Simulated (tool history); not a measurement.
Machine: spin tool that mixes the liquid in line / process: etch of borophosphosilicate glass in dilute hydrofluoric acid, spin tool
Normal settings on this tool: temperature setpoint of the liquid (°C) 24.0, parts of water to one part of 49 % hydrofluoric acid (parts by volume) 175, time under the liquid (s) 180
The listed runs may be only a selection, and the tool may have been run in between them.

run,hour,temperature setpoint of the liquid (°C),parts of water to one part of 49 % hydrofluoric acid (parts by volume),time under the liquid (s),wafers since the last listed run,hours since the thermometer was replaced,hours since the hydrofluoric acid flow meter was replaced,hours since the gauge calibration,"read-back film thickness of the borophosphosilicate glass reference wafer, read on the same gauge (nm)",thickness taken off the borophosphosilicate glass on a monitor wafer (Å)
1,0.0,24.0,175,265,0,148.0,333.9,518.1,89.99,630.0
2,65.3,24.0,175,180,429,213.3,399.2,583.4,90.01,432.3
3,115.7,24.0,175,180,331,263.7,449.6,633.8,90.00,430.9
4,208.2,23.0,150,180,608,356.2,542.1,726.3,89.99,499.2
# hour 285.8: hydrofluoric acid flow meter replaced
5,306.2,23.0,150,180,638,454.2,20.4,824.3,89.99,491.0
6,364.6,21.5,175,180,384,512.6,78.8,882.7,89.98,388.7
7,414.8,21.5,175,180,330,562.8,129.0,932.9,90.01,392.7
# hour 457.3: thermometer replaced
8,483.1,21.5,175,180,442,25.8,197.3,1001.2,90.04,387.5
9,595.8,24.0,110,260,741,138.5,310.0,1113.9,90.03,1073.0
10,662.1,24.0,175,180,436,204.8,376.3,1180.2,89.97,430.3
11,698.2,24.0,175,180,237,240.9,412.4,1216.3,89.98,435.6
12,739.0,24.0,175,180,268,281.7,453.2,1257.1,90.00,432.6
13,827.1,24.0,175,180,579,369.8,541.3,1345.2,90.00,437.4
14,867.1,24.0,175,245,263,409.8,581.3,1385.2,89.96,595.5
15,920.4,24.0,175,180,350,463.1,634.6,1438.5,90.02,440.6
# hour 961.4: hydrofluoric acid flow meter replaced
16,962.2,24.0,110,140,268,504.9,0.8,1480.3,89.99,564.8
# hour 968.6: thermometer replaced
17,1021.9,19.0,175,180,386,53.3,60.5,1540.0,89.99,345.1
18,1089.6,24.0,175,180,445,121.0,128.2,1607.7,90.00,421.3
19,1173.7,24.0,175,180,553,205.1,212.3,1691.8,90.01,424.4
# hour 1198.8: gauge calibrated
20,1266.3,23.0,150,180,609,297.7,304.9,67.5,90.01,495.9
21,1328.7,22.5,175,130,410,360.1,367.3,129.9,89.98,293.2
22,1395.4,24.0,175,180,439,426.8,434.0,196.6,90.02,430.8
23,1475.6,24.0,175,180,527,507.0,514.2,276.8,90.02,430.7
# hour 1489.9: thermometer replaced
24,1565.6,26.0,225,180,585,75.7,604.2,366.8,89.98,343.0
# hour 1592.9: hydrofluoric acid flow meter replaced
25,1616.2,24.0,175,180,326,126.3,23.3,417.4,89.98,419.1
26,1708.7,24.0,220,180,608,218.8,115.8,509.9,90.00,323.8
27,1784.4,21.5,225,180,498,294.5,191.5,585.6,89.98,290.2
28,1843.6,19.0,250,260,389,353.7,250.7,644.8,90.02,331.2
29,1928.7,20.5,110,95,560,438.8,335.8,729.9,90.01,343.0
# hour 1961.5: thermometer replaced
30,1969.9,25.5,260,240,264,8.4,377.0,771.1,90.01,371.3
31,2057.5,24.0,85,260,576,96.0,464.6,858.7,90.01,1416.9

Same runs, no hidden state in the tool, same run-to-run variation:
The hidden state here: liquid colder than its thermometer reads (K); hydrofluoric acid flow above the setpoint (%); gauge reads high (%).
run,thickness taken off the borophosphosilicate glass on a monitor wafer (Å)
1,618.7
2,423.3
3,420.9
4,485.8
5,489.1
6,386.1
7,389.1
8,382.7
9,1055.0
10,421.4
11,425.8
12,422.1
13,425.0
14,577.6
15,426.3
16,564.7
17,344.1
18,418.7
19,420.1
20,488.9
21,288.1
22,421.9
23,420.2
24,332.9
25,418.2
26,321.6
27,287.2
28,326.8
29,337.6
30,363.9
31,1386.8

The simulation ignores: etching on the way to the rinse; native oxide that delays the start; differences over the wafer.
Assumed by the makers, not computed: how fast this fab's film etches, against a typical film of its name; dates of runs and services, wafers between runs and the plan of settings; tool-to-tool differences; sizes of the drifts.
